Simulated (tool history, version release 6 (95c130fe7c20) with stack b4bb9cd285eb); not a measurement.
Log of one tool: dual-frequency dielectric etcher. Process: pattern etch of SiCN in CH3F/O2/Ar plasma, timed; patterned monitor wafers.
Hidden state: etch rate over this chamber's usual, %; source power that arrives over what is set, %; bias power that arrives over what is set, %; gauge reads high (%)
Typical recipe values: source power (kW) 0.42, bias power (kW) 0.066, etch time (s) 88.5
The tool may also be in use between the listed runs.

run   hour  source power (kW)  bias power (kW)  etch time (s)  wafers since the last listed run  hours since the last wet clean  hours since the last source power generator calibration  hours since the last bias power generator calibration  hours since the last upper electrode change  hours since the gauge calibration  read-back reference wafer on the same gauge, depth_nm  mean etch depth across the wafer (Å)
  1      0               0.42            0.066           67.5                                 0                           256.3                                                     2176                                                 3419.6                                       4032.4                              318.6                                                  33.62                                 244.4
  2   13.6               0.42            0.074           88.5                               156                           269.9                                                   2189.6                                                 3433.2                                         4046                              332.2                                                  33.59                                 338.8
  3   27.5               0.42            0.074           88.5                               159                           283.8                                                   2203.5                                                 3447.1                                       4059.9                              346.1                                                  33.59                                 333.7
  4   39.8               0.42            0.069           81.5                               141                           296.1                                                   2215.8                                                 3459.4                                       4072.2                              358.4                                                   33.6                                   301
  5   82.7               0.42            0.066           88.5                               492                             339                                                   2258.7                                                 3502.3                                       4115.1                              401.3                                                  33.64                                 319.3
  6   91.4               0.42            0.066           88.5                                99                           347.7                                                   2267.4                                                   3511                                       4123.8                                410                                                  33.61                                   322
  7  102.9               0.42            0.066           88.5                               132                           359.2                                                   2278.9                                                 3522.5                                       4135.3                              421.5                                                   33.6                                   321
     107.8  -- gauge calibrated
     127.4  -- upper electrode replaced
  8  127.9               0.42            0.066           88.5                                11                           384.2                                                   2303.9                                                 3547.5                                          0.5                               20.1                                                  33.58                                 321.9
  9  133.4               0.42            0.066           88.5                                63                           389.7                                                   2309.4                                                   3553                                            6                               25.6                                                  33.56                                   320
 10  139.8               0.42            0.066           88.5                                73                           396.1                                                   2315.8                                                 3559.4                                         12.4                                 32                                                   33.6                                   320
 11  154.5               0.42            0.066           88.5                               168                           410.8                                                   2330.5                                                 3574.1                                         27.1                               46.7                                                  33.61                                   320
 12  167.9               0.42            0.057             74                               153                           424.2                                                   2343.9                                                 3587.5                                         40.5                               60.1                                                  33.63                                 251.8
     178.6  -- bias power generator calibrated
 13  180.8               0.38            0.061          113.5                               102                           437.1                                                   2356.8                                                    2.2                                         53.4                                 73                                                  33.64                                 384.4
 14  189.9               0.42            0.058           88.5                               104                           446.2                                                   2365.9                                                   11.3                                         62.5                               82.1                                                  33.55                                   302
 15  202.8               0.42            0.072           73.5                               148                           459.1                                                   2378.8                                                   24.2                                         75.4                                 95                                                  33.57                                 276.1
     232.8  -- wet clean of the chamber
 16  233.3               0.42            0.066           88.5                                74                             0.5                                                   2409.3                                                   54.7                                        105.9                              125.5                                                  33.59                                   320
 17  235.7               0.42            0.066           88.5                                27                             2.9                                                   2411.7                                                   57.1                                        108.3                              127.9                                                  33.61                                 319.9
 18    247                0.5            0.075           76.5                               129                            14.2                                                     2423                                                   68.4                                        119.6                              139.2                                                  33.59                                 308.5
     254.1  -- source power generator calibrated
 19  263.3               0.42            0.066             74                               141                            30.5                                                      9.2                                                   84.7                                        135.9                              155.5                                                  33.63                                   268
 20  296.7               0.42            0.058           88.5                               383                            63.9                                                     42.6                                                  118.1                                        169.3                              188.9                                                  33.65                                 303.1
 21  304.9               0.42            0.066          106.5                                94                            72.1                                                     50.8                                                  126.3                                        177.5                              197.1                                                  33.57                                 387.4
 22  316.2               0.42            0.066           88.5                               129                            83.4                                                     62.1                                                  137.6                                        188.8                              208.4                                                  33.61                                 322.8
 23  327.3               0.42            0.066           88.5                               127                            94.5                                                     73.2                                                  148.7                                        199.9                              219.5                                                  33.63                                 320.4
 24  343.2               0.45            0.075           98.5                               182                           110.4                                                     89.1                                                  164.6                                        215.8                              235.4                                                   33.6                                 383.5
 25  355.9               0.46            0.082            109                               145                           123.1                                                    101.8                                                  177.3                                        228.5                              248.1                                                  33.58                                 442.7
 26  368.2               0.42            0.055           88.5                               141                           135.4                                                    114.1                                                  189.6                                        240.8                              260.4                                                  33.56                                   297
 27  383.5                0.5            0.057            109                               175                           150.7                                                    129.4                                                  204.9                                        256.1                              275.7                                                  33.62                                 391.2
 28  392.3               0.45            0.066           88.5                               101                           159.5                                                    138.2                                                  213.7                                        264.9                              284.5                                                   33.6                                 327.4
 29  401.2               0.42            0.066           88.5                               102                           168.4                                                    147.1                                                  222.6                                        273.8                              293.4                                                  33.58                                 318.3
 30  409.2               0.45            0.077           76.5                                91                           176.4                                                    155.1                                                  230.6                                        281.8                              301.4                                                  33.58                                 302.3

For each entry between runs, how does the tool's hidden state at the last listed run before it compare with that at the first listed run after it?
From run 7 to run 8: gauge calibrated (hour 107.8); upper electrode replaced (hour 127.4)
  no hidden state differs between the two runs
From run 12 to run 13: bias power generator calibrated (hour 178.6)
  no hidden state differs between the two runs
From run 15 to run 16: wet clean of the chamber (hour 232.8)
  no hidden state differs between the two runs
From run 18 to run 19: source power generator calibrated (hour 254.1)
  no hidden state differs between the two runs

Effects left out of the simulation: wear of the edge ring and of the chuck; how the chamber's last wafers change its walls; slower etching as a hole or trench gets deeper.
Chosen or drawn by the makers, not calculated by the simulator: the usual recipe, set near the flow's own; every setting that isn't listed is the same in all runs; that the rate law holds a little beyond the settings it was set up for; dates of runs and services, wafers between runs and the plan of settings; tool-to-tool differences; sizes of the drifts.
